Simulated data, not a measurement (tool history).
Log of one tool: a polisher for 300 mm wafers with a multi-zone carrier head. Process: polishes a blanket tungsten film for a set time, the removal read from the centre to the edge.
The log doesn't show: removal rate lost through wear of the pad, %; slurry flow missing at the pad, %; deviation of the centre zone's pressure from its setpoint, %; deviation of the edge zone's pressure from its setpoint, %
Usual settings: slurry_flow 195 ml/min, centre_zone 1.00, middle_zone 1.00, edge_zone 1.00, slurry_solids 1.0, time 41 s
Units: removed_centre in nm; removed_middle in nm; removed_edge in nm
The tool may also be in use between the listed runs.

run   hour  slurry_flow  centre_zone  middle_zone  edge_zone  slurry_solids  time  wafers since the last listed run  wafers polished on this pad  hours since the slurry nozzle was cleaned  hours since the centre zone pressure was calibrated  hours since the edge zone pressure was calibrated  hours since the carrier head's membrane was replaced  incoming thickness of the incoming film, nm  removed_centre  removed_middle  removed_edge
  1    0.0          195         1.00         1.00       1.00            1.0    41                                 0                          806                                      237.6                                               1335.9                                             1007.2                                                 787.1                                       1233.2           248.6           247.2         256.2
  2   32.5          195         1.10         0.92       1.00            0.8    45                               468                         1275                                      270.1                                               1368.4                                             1039.7                                                 819.6                                       1225.7           276.7           240.1         265.0
  3   49.7          195         1.09         1.00       1.00            1.0    41                               248                         1523                                      287.3                                               1385.6                                             1056.9                                                 836.8                                       1256.1           263.3           236.7         246.5
      63.5  -- slurry nozzle cleaned
  4  115.6          145         1.00         0.92       1.00            1.1    41                               936                         2459                                       52.1                                               1451.5                                             1122.8                                                 902.7                                       1227.6           225.2           214.3         238.0
     120.1  -- centre zone pressure recalibrated
  5  147.2          130         1.03         1.08       1.00            1.0    31                               426                         2886                                       83.7                                                 27.1                                             1154.4                                                 934.3                                       1238.6           164.9           172.2         174.2
     165.8  -- carrier head's membrane replaced by a new one
  6  168.2          195         1.00         1.00       1.00            1.0    41                               230                         3117                                      104.7                                                 48.1                                             1175.4                                                   2.4                                       1221.7           229.1           231.5         242.9
  7  193.7          195         1.00         1.00       1.00            1.0    41                               367                         3485                                      130.2                                                 73.6                                             1200.9                                                  27.9                                       1252.2           230.9           228.3         238.7
  8  212.0          195         1.11         1.00       1.00            1.0    41                               263                         3749                                      148.5                                                 91.9                                             1219.2                                                  46.2                                       1245.2           249.0           230.3         245.7
     236.0  -- worn pad replaced by a new one
     244.0  -- edge zone pressure recalibrated
  9  245.9          245         1.07         1.11       0.96            1.0    41                               402                          113                                      182.4                                                125.8                                                1.9                                                  80.1                                       1250.5           286.4           278.1         271.4
 10  262.9          175         1.00         1.00       0.88            1.1    34                               245                          359                                      199.4                                                142.8                                               18.9                                                  97.1                                       1244.0           209.8           206.0         210.4
 11  289.1          195         1.00         1.00       1.08            1.0    41                               377                          736                                      225.6                                                169.0                                               45.1                                                 123.3                                       1238.6           239.3           241.4         261.1
 12  316.3          195         1.00         1.00       1.00            1.0    41                               392                         1129                                      252.8                                                196.2                                               72.3                                                 150.5                                       1230.5           236.2           242.5         243.0
 13  336.7          195         0.96         1.00       1.11            1.0    41                               294                         1423                                      273.2                                                216.6                                               92.7                                                 170.9                                       1244.5           228.4           235.6         259.2
 14  362.1          195         1.00         1.00       1.00            1.0    41                               366                         1789                                      298.6                                                242.0                                              118.1                                                 196.3                                       1262.2           235.0           230.0         248.6
 15  388.1          195         1.11         1.00       1.00            1.0    29                               375                         2164                                      324.6                                                268.0                                              144.1                                                 222.3                                       1243.5           180.0           160.9         176.4
 16  417.9          195         1.00         1.00       1.00            1.0    41                               429                         2594                                      354.4                                                297.8                                              173.9                                                 252.1                                       1233.0           224.2           232.2         240.3
     423.3  -- slurry nozzle cleaned
 17  451.0          145         1.00         1.00       1.00            1.0    30                               462                         3057                                       27.7                                                330.9                                              207.0                                                 285.2                                       1231.0           157.0           160.5         171.5

Forecast run 18:
     481.3  -- worn pad replaced by a new one
 18  481.8          195         1.04         1.07       0.90            1.0    41                               386                            6                                       58.5                                                361.7                                              237.8                                                 316.0                                       1243.2               ?               ?             ?

{"run 18": {"removed_centre": 271.5, "removed_middle": 269.6, "removed_edge": 264.4}}
Without the tool's hidden state the same run would have given removed_centre 275.5 nm, removed_middle 273.6 nm, removed_edge 268.3 nm.
